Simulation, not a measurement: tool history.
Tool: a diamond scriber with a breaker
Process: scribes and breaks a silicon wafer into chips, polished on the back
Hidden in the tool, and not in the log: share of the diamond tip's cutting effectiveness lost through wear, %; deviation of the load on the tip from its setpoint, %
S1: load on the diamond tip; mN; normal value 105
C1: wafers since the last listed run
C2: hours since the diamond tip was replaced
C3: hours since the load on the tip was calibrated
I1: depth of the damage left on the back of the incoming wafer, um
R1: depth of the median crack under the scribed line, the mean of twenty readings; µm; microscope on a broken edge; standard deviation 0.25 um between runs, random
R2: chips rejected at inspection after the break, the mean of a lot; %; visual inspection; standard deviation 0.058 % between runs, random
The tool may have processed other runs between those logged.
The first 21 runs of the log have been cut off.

| run | hour | S1 | C1 | C2 | C3 | I1 | R1 | R2 |
|---|---|---|---|---|---|---|---|---|
| 22 | 1101.8 | 117 | 66 | 261.2 | 588.0 | 0.05 | 11.85 | 2.71 |
|  | 1121.6 | diamond tip replaced by a new one |
| 23 | 1154.5 | 73 | 128 | 32.9 | 640.7 | 0.04 | 10.80 | 9.28 |
| 24 | 1179.6 | 131 | 63 | 58.0 | 665.8 | 0.04 | 13.29 | 0.91 |
| 25 | 1205.5 | 96 | 65 | 83.9 | 691.7 | 0.01 | 11.15 | 5.16 |
| 26 | 1266.3 | 124 | 153 | 144.7 | 752.5 | 0.02 | 12.77 | 2.06 |
| 27 | 1324.3 | 105 | 146 | 202.7 | 810.5 | 0.02 | 11.37 | 6.20 |
| 28 | 1366.2 | 134 | 105 | 244.6 | 852.4 | 0.01 | 12.32 | 1.64 |
| 29 | 1396.3 | 136 | 76 | 274.7 | 882.5 | 0.01 | 12.55 | 1.74 |
|  | 1420.0 | diamond tip replaced by a new one |
| 30 | 1425.5 | 133 | 68 | 5.5 | 911.7 | 0.03 | 14.90 | 2.76 |
| 31 | 1493.0 | 87 | 170 | 73.0 | 979.2 | 0.05 | 11.01 | 5.91 |
|  | 1557.8 | load on the tip recalibrated |
| 32 | 1558.9 | 92 | 161 | 138.9 | 1.1 | 0.01 | 11.15 | 6.01 |
| 33 | 1607.0 | 125 | 121 | 187.0 | 49.2 | 0.01 | 13.09 | 1.49 |

Predict each of these 3 candidate next runs independently; none follows another, all start after run 33:
| A | 1607.7 | 105 | 1 | 187.7 | 49.9 | 0.02 | ? | ? |
| B | 1607.7 | 126 | 1 | 187.7 | 49.9 | 0.02 | ? | ? |
| C | 1607.7 | 115 | 1 | 187.7 | 49.9 | 0.02 | ? | ? |

| run | R1 | R2 |
|---|---|---|
| A | 11.71 | 3.98 |
| B | 12.86 | 1.32 |
| C | 12.27 | 2.37 |
The same runs, with their run-to-run variation unchanged, on a tool lacking any hidden condition would have given:
| run | R1 | R2 |
|---|---|---|
| A | 13.61 | 0.87 |
| B | 14.94 | 2.09 |
| C | 14.25 | 1.17 |

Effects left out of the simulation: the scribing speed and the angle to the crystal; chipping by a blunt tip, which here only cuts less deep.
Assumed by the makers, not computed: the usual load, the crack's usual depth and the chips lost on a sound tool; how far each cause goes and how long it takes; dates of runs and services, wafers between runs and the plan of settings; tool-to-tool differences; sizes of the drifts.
